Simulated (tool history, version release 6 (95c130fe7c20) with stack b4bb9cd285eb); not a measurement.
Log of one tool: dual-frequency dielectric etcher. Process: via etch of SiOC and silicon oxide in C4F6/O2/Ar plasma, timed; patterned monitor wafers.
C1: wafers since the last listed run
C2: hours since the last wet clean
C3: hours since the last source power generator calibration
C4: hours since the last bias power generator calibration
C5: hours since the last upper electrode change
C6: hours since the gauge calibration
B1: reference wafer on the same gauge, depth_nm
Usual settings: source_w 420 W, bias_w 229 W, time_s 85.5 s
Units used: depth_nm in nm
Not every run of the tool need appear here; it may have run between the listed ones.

run 1 day=0 | source_w=420 bias_w=229 time_s=67 | C1=0 C2=20.4 C3=4701.4 C4=4048.1 C5=3210.9 C6=380.3 | B1=112 | depth_nm=88.4
run 2 day=1.204 | source_w=420 bias_w=243 time_s=85.5 | C1=371 C2=49.3 C3=4730.3 C4=4077 C5=3239.8 C6=409.2 | B1=111.9 | depth_nm=114.3
-- day=1.767 gauge calibrated
run 3 day=1.883 | source_w=420 bias_w=229 time_s=102.5 | C1=209 C2=65.6 C3=4746.6 C4=4093.3 C5=3256.1 C6=2.8 | B1=112 | depth_nm=135.1
run 4 day=3.083 | source_w=420 bias_w=229 time_s=102.5 | C1=370 C2=94.4 C3=4775.4 C4=4122.1 C5=3284.9 C6=31.6 | B1=112 | depth_nm=134.5
run 5 day=3.842 | source_w=420 bias_w=229 time_s=102.5 | C1=234 C2=112.6 C3=4793.6 C4=4140.3 C5=3303.1 C6=49.8 | B1=112.1 | depth_nm=134.6
run 6 day=4.917 | source_w=420 bias_w=229 time_s=85.5 | C1=331 C2=138.4 C3=4819.4 C4=4166.1 C5=3328.9 C6=75.6 | B1=112.1 | depth_nm=112.3
run 7 day=5.446 | source_w=420 bias_w=229 time_s=85.5 | C1=163 C2=151.1 C3=4832.1 C4=4178.8 C5=3341.6 C6=88.3 | B1=112 | depth_nm=112.3
run 8 day=6 | source_w=420 bias_w=229 time_s=85.5 | C1=171 C2=164.4 C3=4845.4 C4=4192.1 C5=3354.9 C6=101.6 | B1=112 | depth_nm=112.6
run 9 day=6.517 | source_w=420 bias_w=229 time_s=85.5 | C1=159 C2=176.8 C3=4857.8 C4=4204.5 C5=3367.3 C6=114 | B1=112 | depth_nm=112.3
run 10 day=7.021 | source_w=420 bias_w=229 time_s=85.5 | C1=155 C2=188.9 C3=4869.9 C4=4216.6 C5=3379.4 C6=126.1 | B1=112 | depth_nm=112.3
run 11 day=7.704 | source_w=420 bias_w=229 time_s=85.5 | C1=210 C2=205.3 C3=4886.3 C4=4233 C5=3395.8 C6=142.5 | B1=112 | depth_nm=112.2
-- day=9.162 upper electrode replaced
run 12 day=10.217 | source_w=420 bias_w=229 time_s=85.5 | C1=466 C2=265.6 C3=4946.6 C4=4293.3 C5=25.3 C6=202.8 | B1=112 | depth_nm=111.9
-- day=12.333 source power generator calibrated
-- day=13.05 wet clean of the chamber
run 13 day=13.071 | source_w=420 bias_w=257 time_s=98 | C1=608 C2=0.5 C3=17.7 C4=4361.8 C5=93.8 C6=271.3 | B1=112 | depth_nm=132.1
-- day=13.288 bias power generator calibrated
run 14 day=13.308 | source_w=420 bias_w=257 time_s=98 | C1=21 C2=6.2 C3=23.4 C4=0.5 C5=99.5 C6=277 | B1=112 | depth_nm=132.4
run 15 day=14.296 | source_w=420 bias_w=229 time_s=85.5 | C1=304 C2=29.9 C3=47.1 C4=24.2 C5=123.2 C6=300.7 | B1=112 | depth_nm=112.3
run 16 day=15.421 | source_w=330 bias_w=248 time_s=100.5 | C1=347 C2=56.9 C3=74.1 C4=51.2 C5=150.2 C6=327.7 | B1=112 | depth_nm=125.3
run 17 day=16.675 | source_w=420 bias_w=276 time_s=85.5 | C1=387 C2=87 C3=104.2 C4=81.3 C5=180.3 C6=357.8 | B1=112 | depth_nm=117.4
run 18 day=17.925 | source_w=420 bias_w=254 time_s=60.5 | C1=385 C2=117 C3=134.2 C4=111.3 C5=210.3 C6=387.8 | B1=112 | depth_nm=81.4
run 19 day=18.538 | source_w=450 bias_w=172 time_s=66 | C1=189 C2=131.7 C3=148.9 C4=126 C5=225 C6=402.5 | B1=112 | depth_nm=83.2
-- day=18.633 gauge calibrated
run 20 day=19.038 | source_w=420 bias_w=246 time_s=85.5 | C1=154 C2=143.7 C3=160.9 C4=138 C5=237 C6=9.7 | B1=112.1 | depth_nm=114.1
run 21 day=21.304 | source_w=330 bias_w=204 time_s=110 | C1=699 C2=198.1 C3=215.3 C4=192.4 C5=291.4 C6=64.1 | B1=112.1 | depth_nm=130.7
run 22 day=22.717 | source_w=420 bias_w=209 time_s=85.5 | C1=435 C2=232 C3=249.2 C4=226.3 C5=325.3 C6=98 | B1=112 | depth_nm=109.6
run 23 day=23.275 | source_w=420 bias_w=229 time_s=85.5 | C1=172 C2=245.4 C3=262.6 C4=239.7 C5=338.7 C6=111.4 | B1=112 | depth_nm=111.9
run 24 day=24.067 | source_w=340 bias_w=229 time_s=102.5 | C1=244 C2=264.4 C3=281.6 C4=258.7 C5=357.7 C6=130.4 | B1=112 | depth_nm=126
run 25 day=24.975 | source_w=420 bias_w=229 time_s=76 | C1=280 C2=286.2 C3=303.4 C4=280.5 C5=379.5 C6=152.2 | B1=112 | depth_nm=99.3
run 26 day=25.721 | source_w=420 bias_w=229 time_s=85.5 | C1=230 C2=304.1 C3=321.3 C4=298.4 C5=397.4 C6=170.1 | B1=112 | depth_nm=111.9
run 27 day=27.017 | source_w=470 bias_w=283 time_s=67 | C1=399 C2=335.2 C3=352.4 C4=329.5 C5=428.5 C6=201.2 | B1=112 | depth_nm=95.4
run 28 day=28.433 | source_w=470 bias_w=286 time_s=85.5 | C1=437 C2=369.2 C3=386.4 C4=363.5 C5=462.5 C6=235.2 | B1=112 | depth_nm=121.8

What differs in the tool's unlogged condition from the final listed run ahead of each entry between runs to the first listed run following it?
After run 2, before run 3: gauge calibrated (day 1.767)
  etch rate over this chamber's usual, %: 0.109 -> 0.0761
  measured minus no-state result, depth_nm: +0.1 -> +0.1 nm
After run 11, before run 12: upper electrode replaced (day 9.162)
  etch rate over this chamber's usual, %: -0.207 -> -0.329
  measured minus no-state result, depth_nm: -0.3 -> -0.4 nm
After run 12, before run 13: source power generator calibrated (day 12.333); wet clean of the chamber (day 13.05)
  etch rate over this chamber's usual, %: -0.329 -> -0.0769
  measured minus no-state result, depth_nm: -0.4 -> -0.1 nm
After run 13, before run 14: bias power generator calibrated (day 13.288)
  etch rate over this chamber's usual, %: -0.0769 -> -0.0884
  measured minus no-state result, depth_nm: -0.1 -> -0.1 nm
After run 19, before run 20: gauge calibrated (day 18.633)
  etch rate over this chamber's usual, %: -0.343 -> -0.367
  measured minus no-state result, depth_nm: -0.3 -> -0.4 nm

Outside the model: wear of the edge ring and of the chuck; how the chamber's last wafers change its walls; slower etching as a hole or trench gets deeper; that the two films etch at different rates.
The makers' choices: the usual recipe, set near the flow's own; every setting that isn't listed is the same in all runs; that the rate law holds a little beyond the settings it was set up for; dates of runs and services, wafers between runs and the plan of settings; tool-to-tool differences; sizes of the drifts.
